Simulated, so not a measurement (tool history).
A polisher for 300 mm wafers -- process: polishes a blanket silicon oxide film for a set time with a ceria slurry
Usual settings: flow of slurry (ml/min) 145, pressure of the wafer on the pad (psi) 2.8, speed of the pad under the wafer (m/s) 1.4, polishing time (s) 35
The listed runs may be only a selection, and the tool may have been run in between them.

run	hour	flow of slurry (ml/min)	pressure of the wafer on the pad (psi)	speed of the pad under the wafer (m/s)	polishing time (s)	wafers since the last listed run	wafers polished on this pad	hours since the slurry nozzle was cleaned	hours since the head pressure was calibrated	incoming thickness of the incoming film, nm	film removed (nm)
1	0	145	2.8	1.4	44	0	4050	151.3	850.9	1551.8	248.1
2	91.2	145	2.8	1.4	44	1067	5117	242.5	942.1	1572.1	238.5
3	190.8	145	2.8	1.4	44	1165	6283	342.1	1041.7	1570.8	230.5
# hour 226.8: worn pad replaced by a new one
4	249.6	145	2.8	1.26	35	641	266	400.9	1100.5	1524.8	173.1
# hour 316.8: head pressure recalibrated
5	336	145	2.8	1.26	35	987	1254	487.3	19.2	1539.4	172.2
6	385.7	120	2.8	1.2	35	581	1836	537	68.9	1555	155.5
# hour 392: slurry nozzle cleaned
7	626.9	120	2.8	1.2	35	2811	4648	234.9	310.1	1518.2	154.8
# hour 727.8: worn pad replaced by a new one
8	730.6	120	2.8	1.2	35	1167	33	338.6	413.8	1528.8	160.3
9	804.8	145	2.8	1.4	35	868	901	412.8	488	1544.7	195.5
10	862.7	145	2.8	1.4	35	677	1579	470.7	545.9	1538.6	194.7
# hour 918.4: slurry nozzle cleaned
11	1090.1	145	2.8	1.4	35	2650	4229	171.7	773.3	1539.6	196
12	1162	145	2.8	1.4	35	841	5070	243.6	845.2	1547.3	189.1
13	1246.2	145	2.8	1.26	27	985	6056	327.8	929.4	1536.2	128.3
# hour 1283.9: worn pad replaced by a new one
14	1340.5	145	2.8	1.26	27	1056	662	422.1	1023.7	1552.6	133.6
# hour 1379.9: slurry nozzle cleaned
15	1443.5	145	2.8	1.4	35	1193	1855	63.6	1126.7	1564.3	199.7
16	1550.5	145	2	1.72	35	1252	3108	170.6	1233.7	1540.4	169.3
17	1617.5	145	2.2	1.4	35	784	3892	237.6	1300.7	1557.2	149.1
18	1701.5	145	2.8	1.54	35	983	4875	321.6	1384.7	1548.4	203.9
# hour 1739.1: worn pad replaced by a new one
# hour 1766.8: head pressure recalibrated
# hour 1899: slurry nozzle cleaned
19	1939.1	145	2.8	1.72	44	2699	2305	40.1	172.3	1545.1	318.7
20	2039.4	145	2.8	1.4	35	1174	3479	140.4	272.6	1555	196.4
21	2104.6	145	2.8	1.4	28	763	4242	205.6	337.8	1525.6	153.2
22	2183.4	145	2.8	1.4	31	922	5165	284.4	416.6	1526	168.1
# hour 2220.7: worn pad replaced by a new one
23	2264.8	145	3.6	1.4	35	905	516	365.8	498	1562.1	250
24	2348.8	145	3.3	1.4	35	983	1499	449.8	582	1519.9	224.7
25	2402.5	145	2.8	1.86	46	628	2127	503.5	635.7	1540.2	332.6
# hour 2416.1: slurry nozzle cleaned
26	2478.3	115	3.1	1.4	35	875	3003	62.2	711.5	1539.9	207.9

What will run 27 give?
27	2525.9	115	2.8	1.86	35	557	3560	109.8	759.1	1552.1	?

{"run 27": {"film removed (nm)": 247.9}}
The same run, on a tool lacking any hidden state, would have yielded film removed (nm) 266.5.
